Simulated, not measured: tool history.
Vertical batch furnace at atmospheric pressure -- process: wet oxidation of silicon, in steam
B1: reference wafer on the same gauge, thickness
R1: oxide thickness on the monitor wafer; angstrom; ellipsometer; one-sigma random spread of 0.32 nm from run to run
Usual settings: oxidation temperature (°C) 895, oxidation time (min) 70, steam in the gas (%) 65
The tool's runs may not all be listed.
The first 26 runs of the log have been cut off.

{"run": 27, "hour": 308.9, "oxidation temperature (°C)": 895, "oxidation time (min)": 70, "steam in the gas (%)": 65, "B1": 130.96, "R1": 1135.5}
{"run": 28, "hour": 316.4, "oxidation temperature (°C)": 895, "oxidation time (min)": 70, "steam in the gas (%)": 65, "B1": 130.95, "R1": 1131.4}
{"run": 29, "hour": 326.8, "oxidation temperature (°C)": 871, "oxidation time (min)": 99, "steam in the gas (%)": 65, "B1": 130.92, "R1": 1074.7}
{"run": 30, "hour": 361.9, "oxidation temperature (°C)": 911, "oxidation time (min)": 70, "steam in the gas (%)": 55, "B1": 131.15, "R1": 1213.6}
{"run": 31, "hour": 370.0, "oxidation temperature (°C)": 915, "oxidation time (min)": 70, "steam in the gas (%)": 57, "B1": 131.03, "R1": 1324.5}
{"run": 32, "hour": 379.8, "oxidation temperature (°C)": 895, "oxidation time (min)": 70, "steam in the gas (%)": 65, "B1": 130.98, "R1": 1136.5}
{"run": 33, "hour": 395.9, "oxidation temperature (°C)": 904, "oxidation time (min)": 37.5, "steam in the gas (%)": 65, "B1": 131.04, "R1": 747}
{"run": 34, "hour": 412.1, "oxidation temperature (°C)": 895, "oxidation time (min)": 70, "steam in the gas (%)": 65, "B1": 131.03, "R1": 1130.9}
{"run": 35, "hour": 429.6, "oxidation temperature (°C)": 873, "oxidation time (min)": 90, "steam in the gas (%)": 77, "B1": 131.07, "R1": 1188.4}
{"hour": 430.2, "done": "gauge calibrated"}
{"run": 36, "hour": 444.4, "oxidation temperature (°C)": 895, "oxidation time (min)": 70, "steam in the gas (%)": 65, "B1": 131.04, "R1": 1130.7}
{"run": 37, "hour": 452.8, "oxidation temperature (°C)": 895, "oxidation time (min)": 70, "steam in the gas (%)": 65, "B1": 130.88, "R1": 1133.3}

Forecast each of these 3 alternatives for the next run:
{"run": "A", "hour": 457.2, "oxidation temperature (°C)": 875, "oxidation time (min)": 70, "steam in the gas (%)": 65, "B1": "?", "R1": "?"}
{"run": "B", "hour": 457.2, "oxidation temperature (°C)": 920, "oxidation time (min)": 36, "steam in the gas (%)": 71, "B1": "?", "R1": "?"}
{"run": "C", "hour": 457.2, "oxidation temperature (°C)": 880, "oxidation time (min)": 52.5, "steam in the gas (%)": 61, "B1": "?", "R1": "?"}

run=A B1=130.93 R1=835.8
run=B B1=130.93 R1=947.7
run=C B1=130.93 R1=660.1
Without the tool's unlogged condition, the same runs would have read:
run=A R1=839.1
run=B R1=951.3
run=C R1=662.6
